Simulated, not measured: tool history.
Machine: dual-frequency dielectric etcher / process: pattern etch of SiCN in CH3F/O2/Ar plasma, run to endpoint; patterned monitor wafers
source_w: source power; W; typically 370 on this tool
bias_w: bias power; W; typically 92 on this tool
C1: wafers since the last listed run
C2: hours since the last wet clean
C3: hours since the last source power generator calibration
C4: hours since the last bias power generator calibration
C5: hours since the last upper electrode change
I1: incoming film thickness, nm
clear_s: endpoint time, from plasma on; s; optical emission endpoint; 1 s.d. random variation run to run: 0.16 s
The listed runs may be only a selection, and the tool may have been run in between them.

Run 1, day 0: usual settings; C1 0; C2 63.7; C3 1673.2; C4 3471.6; C5 4024.8; I1 13.48. Result: clear_s 32.5 s.
Run 2, day 2.688: usual settings; C1 702; C2 128.2; C3 1737.7; C4 3536.1; C5 4089.3; I1 13.44. Result: clear_s 32.1 s.
Run 3, day 4.462: usual settings; C1 463; C2 170.8; C3 1780.3; C4 3578.7; C5 4131.9; I1 13.44. Result: clear_s 32.1 s.
Run 4, day 6.638: usual settings; C1 568; C2 223; C3 1832.5; C4 3630.9; C5 4184.1; I1 13.6. Result: clear_s 32.5 s.
Run 5, day 9.929: usual settings; C1 860; C2 302; C3 1911.5; C4 3709.9; C5 4263.1; I1 13.5. Result: clear_s 32.3 s.
Run 6, day 13.288: usual settings but source_w 330 W, bias_w 107 W; C1 877; C2 382.6; C3 1992.1; C4 3790.5; C5 4343.7; I1 13.6. Result: clear_s 32.6 s.
Run 7, day 15.362: usual settings but source_w 330 W, bias_w 107 W; C1 542; C2 432.4; C3 2041.9; C4 3840.3; C5 4393.5; I1 13.49. Result: clear_s 32.3 s.
Run 8, day 18.95: usual settings but bias_w 81 W; C1 937; C2 518.5; C3 2128; C4 3926.4; C5 4479.6; I1 13.59. Result: clear_s 33.7 s.
Run 9, day 21.35: usual settings but bias_w 81 W; C1 627; C2 576.1; C3 2185.6; C4 3984; C5 4537.2; I1 13.53. Result: clear_s 33.6 s.
At day 25.5: wet clean of the chamber.
Run 10, day 25.792: usual settings but bias_w 81 W; C1 899; C2 7; C3 2292.2; C4 4090.6; C5 4643.8; I1 13.58. Result: clear_s 33 s.
Run 11, day 29.242: usual settings but source_w 400 W; C1 901; C2 89.8; C3 2375; C4 4173.4; C5 4726.6; I1 13.56. Result: clear_s 29.9 s.
Run 12, day 31.554: usual settings; C1 604; C2 145.3; C3 2430.5; C4 4228.9; C5 4782.1; I1 13.43. Result: clear_s 30.6 s.
Run 13, day 34.033: usual settings; C1 647; C2 204.8; C3 2490; C4 4288.4; C5 4841.6; I1 13.53. Result: clear_s 31 s.
Run 14, day 37.025: usual settings; C1 781; C2 276.6; C3 2561.8; C4 4360.2; C5 4913.4; I1 13.54. Result: clear_s 30.9 s.
Run 15, day 40.333: usual settings; C1 864; C2 356; C3 2641.2; C4 4439.6; C5 4992.8; I1 13.45. Result: clear_s 30.7 s.
Run 16, day 44.292: usual settings; C1 1034; C2 451; C3 2736.2; C4 4534.6; C5 5087.8; I1 13.59. Result: clear_s 30.6 s.
Run 17, day 46.896: usual settings; C1 680; C2 513.5; C3 2798.7; C4 4597.1; C5 5150.3; I1 13.45. Result: clear_s 30.6 s.
Run 18, day 50.275: usual settings but source_w 410 W, bias_w 84 W; C1 883; C2 594.6; C3 2879.8; C4 4678.2; C5 5231.4; I1 13.57. Result: clear_s 30.2 s.
Run 19, day 53.588: usual settings but source_w 330 W, bias_w 106 W; C1 865; C2 674.1; C3 2959.3; C4 4757.7; C5 5310.9; I1 13.41. Result: clear_s 30.5 s.
Run 20, day 55.9: usual settings; C1 604; C2 729.6; C3 3014.8; C4 4813.2; C5 5366.4; I1 13.57. Result: clear_s 30.7 s.
Run 21, day 58.221: usual settings; C1 606; C2 785.3; C3 3070.5; C4 4868.9; C5 5422.1; I1 13.53. Result: clear_s 30.5 s.
At day 59.333: wet clean of the chamber, repeated, since the last time left the tool worse.
Run 22, day 62.304: usual settings but source_w 450 W, bias_w 86 W; C1 805; C2 71.3; C3 3168.5; C4 4966.9; C5 5520.1; I1 13.54. Result: clear_s 30.1 s.
At day 65.512: bias power generator calibrated.
At day 65.812: upper electrode replaced.
Run 23, day 66.079: usual settings but source_w 390 W, bias_w 74 W; C1 864; C2 161.9; C3 3259.1; C4 13.6; C5 6.4; I1 13.43. Result: clear_s 33.9 s.
Run 24, day 68.304: usual settings but source_w 290 W, bias_w 109 W; C1 581; C2 215.3; C3 3312.5; C4 67; C5 59.8; I1 13.41. Result: clear_s 35.1 s.
Run 25, day 71.958: usual settings but source_w 350 W, bias_w 80 W; C1 954; C2 303; C3 3400.2; C4 154.7; C5 147.5; I1 13.41. Result: clear_s 34.9 s.
At day 74.404: source power generator calibrated.
At day 82.904: wet clean of the chamber.
Run 26, day 82.925: usual settings; C1 2561; C2 0.5; C3 204.5; C4 417.9; C5 410.7; I1 13.43. Result: clear_s 32.3 s.
Run 27, day 84.725: usual settings; C1 470; C2 43.7; C3 247.7; C4 461.1; C5 453.9; I1 13.54. Result: clear_s 32.6 s.
Run 28, day 89.042: usual settings but bias_w 70 W; C1 1128; C2 147.3; C3 351.3; C4 564.7; C5 557.5; I1 13.42. Result: clear_s 35.7 s.
Run 29, day 99.512: usual settings; C1 2736; C2 398.6; C3 602.6; C4 816; C5 808.8; I1 13.43. Result: clear_s 32 s.
Run 30, day 105.567: usual settings; C1 1582; C2 543.9; C3 747.9; C4 961.3; C5 954.1; I1 13.47. Result: clear_s 31.8 s.
At day 107.446: wet clean of the chamber.
Run 31, day 109.367: usual settings but bias_w 73 W; C1 731; C2 46.1; C3 839.1; C4 1052.5; C5 1045.3; I1 13.52. Result: clear_s 35.9 s.
Run 32, day 122.504: usual settings but source_w 430 W, bias_w 77 W; C1 3433; C2 361.4; C3 1154.4; C4 1367.8; C5 1360.6; I1 13.42. Result: clear_s 31.5 s.
Run 33, day 125.796: usual settings but bias_w 84 W; C1 860; C2 440.4; C3 1233.4; C4 1446.8; C5 1439.6; I1 13.49. Result: clear_s 33.4 s.
Run 34, day 129.25: usual settings; C1 902; C2 523.3; C3 1316.3; C4 1529.7; C5 1522.5; I1 13.35. Result: clear_s 31.5 s.

Alternative continuations, all from the tool just after run 34; predict every row:
Run A, day 129.267: usual settings but source_w 330 W; C1 4; C2 523.7; C3 1316.7; C4 1530.1; C5 1522.9; I1 13.5. Result: clear_s ?.
Run B, day 129.267: usual settings but bias_w 111 W; C1 4; C2 523.7; C3 1316.7; C4 1530.1; C5 1522.9; I1 13.5. Result: clear_s ?.
Run C, day 129.267: usual settings but source_w 300 W, bias_w 108 W; C1 4; C2 523.7; C3 1316.7; C4 1530.1; C5 1522.9; I1 13.5. Result: clear_s ?.
Run D, day 129.267: usual settings but source_w 440 W, bias_w 102 W; C1 4; C2 523.7; C3 1316.7; C4 1530.1; C5 1522.9; I1 13.5. Result: clear_s ?.
Run E, day 129.267: usual settings but source_w 430 W, bias_w 73 W; C1 4; C2 523.7; C3 1316.7; C4 1530.1; C5 1522.9; I1 13.5. Result: clear_s ?.

run  clear_s
  A     34.5
  B     29.9
  C     34.5
  D       28
  E     32.3
Without the tool's hidden state the same runs would have given:
run  clear_s
  A     35.2
  B     30.4
  C     35.1
  D     28.6
  E     32.9

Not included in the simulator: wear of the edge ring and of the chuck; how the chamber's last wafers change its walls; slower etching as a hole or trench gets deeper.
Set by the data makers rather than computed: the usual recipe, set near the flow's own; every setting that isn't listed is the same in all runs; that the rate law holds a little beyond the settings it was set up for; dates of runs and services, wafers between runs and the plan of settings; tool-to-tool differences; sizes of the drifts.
